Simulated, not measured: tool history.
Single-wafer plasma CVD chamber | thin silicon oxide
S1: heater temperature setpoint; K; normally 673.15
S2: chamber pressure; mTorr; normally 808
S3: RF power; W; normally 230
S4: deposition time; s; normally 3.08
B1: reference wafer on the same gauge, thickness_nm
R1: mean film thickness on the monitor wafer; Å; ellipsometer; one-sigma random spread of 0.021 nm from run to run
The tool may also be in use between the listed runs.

run    hour      S1   S2   S3    S4     B1     R1
  1       0  673.15  808  230  3.08  4.716  45.63
  2    40.9  673.15  808  230  3.08   4.72  45.83
  3    75.3  664.15  808  230  3.08  4.719  45.98
  4   140.1  664.15  808  230  3.08  4.717  46.12
  5   202.2  673.15  808  230  3.08  4.715  45.74
  6   262.7  673.15  808  230  3.08  4.719  45.76
  7   325.4  673.15  808  230  3.08  4.722  45.22
  8   439.8  682.15  958  230  3.08  4.725  52.71
  9     499  682.15  958  230  3.08   4.72  52.79
 10   533.7  682.15  958  230  3.08  4.718  52.91
 11   589.2  673.15  808  230  3.08   4.72  45.65
 12   624.5  685.15  808  255  3.08  4.718  47.13
 13   691.4  685.15  808  255  3.08  4.715  47.16
 14     758  673.15  984  185  3.44  4.722  51.59
 15   788.6  677.15  735  205  3.26  4.719  42.51
 16   813.4  673.15  743  230  3.42  4.716  48.33
 17   875.8  673.15  984  185  3.44  4.722  54.04
 18   911.7  681.15  751  230  3.08  4.723  45.99
 19  1096.9  673.15  808  195  3.08  4.717  43.38
 20  1307.7  681.15  751  230  3.08   4.72  44.71
 21    1344  673.15  808  230  3.08  4.723  47.43
 22  1396.4  673.15  808  230  3.55  4.721  54.67
 23  1429.9  687.15  646  230  3.49  4.727  45.22
 24  1459.9  686.15  923  245  3.08  4.725   53.3
 25  1522.8  673.15  808  230  3.08  4.724  47.34
 26  1713.3  685.15  808  230  3.69  4.714  56.03

Put back what was entered between runs (6 entries, withheld): which listed runs does each sit between, and how does the hidden state differ from the listed run before to the listed run after?
After run 10, before run 11: gauge calibrated (hour 552.3)
  true pressure above the setpoint (%): -6.63 -> -6.66
  measured result minus the result with no hidden state, R1: -3.14 -> -3.08 Å
After run 13, before run 14: showerhead replaced, of another model than before (hour 734.6)
  true pressure above the setpoint (%): -6.72 -> -6.75
  measured result minus the result with no hidden state, R1: -3.21 -> -2.33 Å
After run 16, before run 17: capacitance manometer re-zeroed and calibrated (hour 839)
  true pressure above the setpoint (%): -6.78 -> 0.247
  measured result minus the result with no hidden state, R1: -2.64 -> +0.09 Å
After run 18, before run 19: thermocouple changed; heater temperature recalibrated (hour 1029.5); RF generator calibrated (hour 1073.2)
  true pressure above the setpoint (%): -0.0787 -> -1.56
  measured result minus the result with no hidden state, R1: -0.03 -> -0.49 Å
After run 23, before run 24: gauge calibrated (hour 1443.1)
  true pressure above the setpoint (%): -3.55 -> -3.69
  measured result minus the result with no hidden state, R1: -1.33 -> -1.29 Å

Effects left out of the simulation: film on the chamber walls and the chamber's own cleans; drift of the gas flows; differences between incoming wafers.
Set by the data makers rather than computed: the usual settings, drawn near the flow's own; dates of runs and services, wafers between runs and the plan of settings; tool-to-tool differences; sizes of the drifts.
